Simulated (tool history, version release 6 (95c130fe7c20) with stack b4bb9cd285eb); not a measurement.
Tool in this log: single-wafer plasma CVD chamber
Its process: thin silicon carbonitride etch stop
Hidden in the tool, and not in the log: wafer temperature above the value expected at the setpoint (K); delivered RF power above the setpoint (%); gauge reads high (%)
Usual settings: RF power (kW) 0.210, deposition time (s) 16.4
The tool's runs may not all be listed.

| run | hour | RF power (kW) | deposition time (s) | wafers since the last listed run | hours since the last thermocouple change | hours since the last RF generator calibration | hours since the showerhead was replaced | hours since the gauge calibration | read-back reference wafer on the same gauge, thickness_nm | mean film thickness on the monitor wafer (Å) |
|---|---|---|---|---|---|---|---|---|---|---|
| 1 | 0.0 | 0.210 | 16.4 | 0 | 2056.1 | 417.9 | 4876.0 | 56.2 | 8.472 | 95.09 |
| 2 | 40.5 | 0.210 | 16.4 | 1248 | 2096.6 | 458.4 | 4916.5 | 96.7 | 8.449 | 95.16 |
| 3 | 128.7 | 0.185 | 18.3 | 2719 | 2184.8 | 546.6 | 5004.7 | 184.9 | 8.472 | 102.32 |
| 4 | 183.5 | 0.185 | 18.3 | 1689 | 2239.6 | 601.4 | 5059.5 | 239.7 | 8.464 | 101.60 |
| 5 | 236.6 | 0.210 | 16.4 | 1637 | 2292.7 | 654.5 | 5112.6 | 292.8 | 8.476 | 96.40 |
| 6 | 342.4 | 0.210 | 16.4 | 3262 | 2398.5 | 760.3 | 5218.4 | 398.6 | 8.477 | 95.08 |
| 7 | 449.3 | 0.210 | 16.4 | 3296 | 2505.4 | 867.2 | 5325.3 | 505.5 | 8.481 | 95.81 |
| 8 | 490.3 | 0.210 | 16.4 | 1264 | 2546.4 | 908.2 | 5366.3 | 546.5 | 8.477 | 94.77 |
| 9 | 596.4 | 0.210 | 16.4 | 3271 | 2652.5 | 1014.3 | 5472.4 | 652.6 | 8.470 | 94.82 |
| 10 | 663.9 | 0.210 | 13.9 | 2081 | 2720.0 | 1081.8 | 5539.9 | 720.1 | 8.483 | 80.19 |
| 11 | 732.5 | 0.210 | 13.9 | 2115 | 2788.6 | 1150.4 | 5608.5 | 788.7 | 8.483 | 80.50 |
|  | 804.6 | thermocouple changed; heater temperature recalibrated |
| 12 | 815.1 | 0.210 | 13.9 | 2300 | 10.5 | 1233.0 | 5691.1 | 871.3 | 8.489 | 79.43 |
| 13 | 871.6 | 0.195 | 17.7 | 1742 | 67.0 | 1289.5 | 5747.6 | 927.8 | 8.489 | 99.16 |
| 14 | 908.3 | 0.225 | 16.4 | 1131 | 103.7 | 1326.2 | 5784.3 | 964.5 | 8.463 | 97.14 |
| 15 | 980.6 | 0.210 | 16.4 | 2229 | 176.0 | 1398.5 | 5856.6 | 1036.8 | 8.457 | 94.04 |
| 16 | 1031.0 | 0.230 | 16.4 | 1554 | 226.4 | 1448.9 | 5907.0 | 1087.2 | 8.460 | 96.92 |
|  | 1051.9 | RF generator calibrated |
| 17 | 1110.0 | 0.210 | 16.4 | 2189 | 305.4 | 58.1 | 5986.0 | 1166.2 | 8.461 | 96.74 |
|  | 1173.0 | gauge calibrated |
|  | 1196.2 | showerhead replaced, of another model than before |
| 18 | 1216.2 | 0.210 | 16.4 | 3028 | 411.6 | 164.3 | 20.0 | 43.2 | 8.478 | 96.57 |
| 19 | 1288.8 | 0.195 | 17.9 | 2238 | 484.2 | 236.9 | 92.6 | 115.8 | 8.470 | 99.89 |
| 20 | 1347.3 | 0.210 | 18.5 | 1804 | 542.7 | 295.4 | 151.1 | 174.3 | 8.479 | 108.04 |
| 21 | 1398.7 | 0.210 | 15.3 | 1585 | 594.1 | 346.8 | 202.5 | 225.7 | 8.482 | 88.96 |
| 22 | 1458.2 | 0.210 | 15.5 | 1834 | 653.6 | 406.3 | 262.0 | 285.2 | 8.461 | 91.23 |
| 23 | 1563.4 | 0.210 | 16.4 | 3244 | 758.8 | 511.5 | 367.2 | 390.4 | 8.453 | 96.43 |
| 24 | 1624.3 | 0.210 | 17.4 | 1878 | 819.7 | 572.4 | 428.1 | 451.3 | 8.490 | 101.45 |

Alternative continuations, all from the tool just after run 24; predict every row:
| A | 1624.7 | 0.210 | 15.2 | 12 | 820.1 | 572.8 | 428.5 | 451.7 | ? | ? |
| B | 1624.7 | 0.210 | 18.4 | 12 | 820.1 | 572.8 | 428.5 | 451.7 | ? | ? |
| C | 1624.7 | 0.200 | 19.1 | 12 | 820.1 | 572.8 | 428.5 | 451.7 | ? | ? |

| run | read-back reference wafer on the same gauge, thickness_nm | mean film thickness on the monitor wafer (Å) |
|---|---|---|
| A | 8.462 | 88.67 |
| B | 8.462 | 107.34 |
| C | 8.462 | 108.03 |
Without the tool's unlogged condition, the same runs would have read:
| run | mean film thickness on the monitor wafer (Å) |
|---|---|
| A | 89.28 |
| B | 108.07 |
| C | 108.77 |
